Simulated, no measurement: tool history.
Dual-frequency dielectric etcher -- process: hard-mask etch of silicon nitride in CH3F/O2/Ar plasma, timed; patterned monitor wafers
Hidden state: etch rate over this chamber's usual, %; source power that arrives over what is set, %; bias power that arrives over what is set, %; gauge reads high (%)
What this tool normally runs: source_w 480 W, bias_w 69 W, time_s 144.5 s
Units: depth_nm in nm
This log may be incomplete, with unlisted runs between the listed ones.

run,hour,source_w,bias_w,time_s,wafers since the last listed run,hours since the last wet clean,hours since the last source power generator calibration,hours since the last bias power generator calibration,hours since the last upper electrode change,hours since the gauge calibration,"read-back reference wafer on the same gauge, depth_nm",depth_nm
1,0,480,69,144.5,0,436.7,2086.2,648.9,2713.8,1681.5,86,104.3
2,60.1,480,69,144.5,564,496.8,2146.3,709,2773.9,1741.6,86,104.3
# hour 125.8: source power generator calibrated
3,134.8,480,69,144.5,663,571.5,9,783.7,2848.6,1816.3,86,103.7
4,210.7,480,80,144.5,712,647.4,84.9,859.6,2924.5,1892.2,86,109.5
# hour 248.7: gauge calibrated
5,296.9,480,69,144.5,809,733.6,171.1,945.8,3010.7,48.2,86,103.5
# hour 321: wet clean of the chamber
# hour 337.3: upper electrode replaced
6,398.5,480,69,144.5,575,77.5,272.7,1047.4,61.2,149.8,86,103.8
7,465.3,480,69,144.5,626,144.3,339.5,1114.2,128,216.6,86,103.6
8,565.9,480,69,144.5,944,244.9,440.1,1214.8,228.6,317.2,86,103.5
9,616,480,69,144.5,470,295,490.2,1264.9,278.7,367.3,86,104.2
10,911.5,410,54,120.5,2773,590.5,785.7,1560.4,574.2,662.8,86,75.8
# hour 935.9: wet clean of the chamber
11,1017.8,480,84,144.5,772,81.9,892,1666.7,680.5,769.1,86,111.2
12,1055.4,400,69,144.5,352,119.5,929.6,1704.3,718.1,806.7,86,98.9
13,1152,440,54,106,906,216.1,1026.2,1800.9,814.7,903.3,86,67.4
14,1221.6,410,81,144.5,653,285.7,1095.8,1870.5,884.3,972.9,86,106.3
15,1318.1,480,69,133,905,382.2,1192.3,1967,980.8,1069.4,86,95.9
16,1424.6,480,69,144.5,999,488.7,1298.8,2073.5,1087.3,1175.9,86.1,103.8
# hour 1505.4: wet clean of the chamber
17,1505.9,480,58,184,537,0.5,1380.1,2154.8,1168.6,1257.2,86,123.3
18,1574.8,480,69,158.5,646,69.4,1449,2223.7,1237.5,1326.1,86,113.3
19,1623.8,480,69,144.5,459,118.4,1498,2272.7,1286.5,1375.1,86,103.5
# hour 1651.4: bias power generator calibrated
20,1666.5,480,69,144.5,363,161.1,1540.7,15.1,1329.2,1417.8,86,104.4
21,1764.9,480,69,185,923,259.5,1639.1,113.5,1427.6,1516.2,85.9,134.3
22,1829.4,480,69,106,605,324,1703.6,178,1492.1,1580.7,86,76.5
# hour 1897.8: gauge calibrated
23,1907,450,85,120,728,401.6,1781.2,255.6,1569.7,9.2,86,92.3
24,1969.9,560,82,144.5,590,464.5,1844.1,318.5,1632.6,72.1,86,115.5
25,2047.9,480,69,144.5,732,542.5,1922.1,396.5,1710.6,150.1,86.1,104.2
# hour 2107.8: wet clean of the chamber
26,2108.3,480,69,144.5,341,0.5,1982.5,456.9,1771,210.5,86,103.5
# hour 2139.8: source power generator calibrated
27,2171.7,530,81,133.5,557,63.9,31.9,520.3,1834.4,273.9,85.9,105.2
28,2253.2,380,69,172,764,145.4,113.4,601.8,1915.9,355.4,86.1,116.9
29,2357.3,600,74,126,977,249.5,217.5,705.9,2020,459.5,86,97.9

Each row is a separate what-if for the run after 29, all from the same tool condition, not one after another. Results?
A,2357.8,550,69,144.5,4,250,218,706.4,2020.5,460,?,?
B,2357.8,480,77,180,4,250,218,706.4,2020.5,460,?,?
C,2357.8,520,60,104,4,250,218,706.4,2020.5,460,?,?
D,2357.8,550,64,172.5,4,250,218,706.4,2020.5,460,?,?

run,"read-back reference wafer on the same gauge, depth_nm",depth_nm
A,86,107.4
B,86,135.1
C,86,72.2
D,86,124.6
Take away the tool's hidden state, keep each run's random variation, and the runs would have read:
run,depth_nm
A,108.7
B,136.8
C,73
D,126
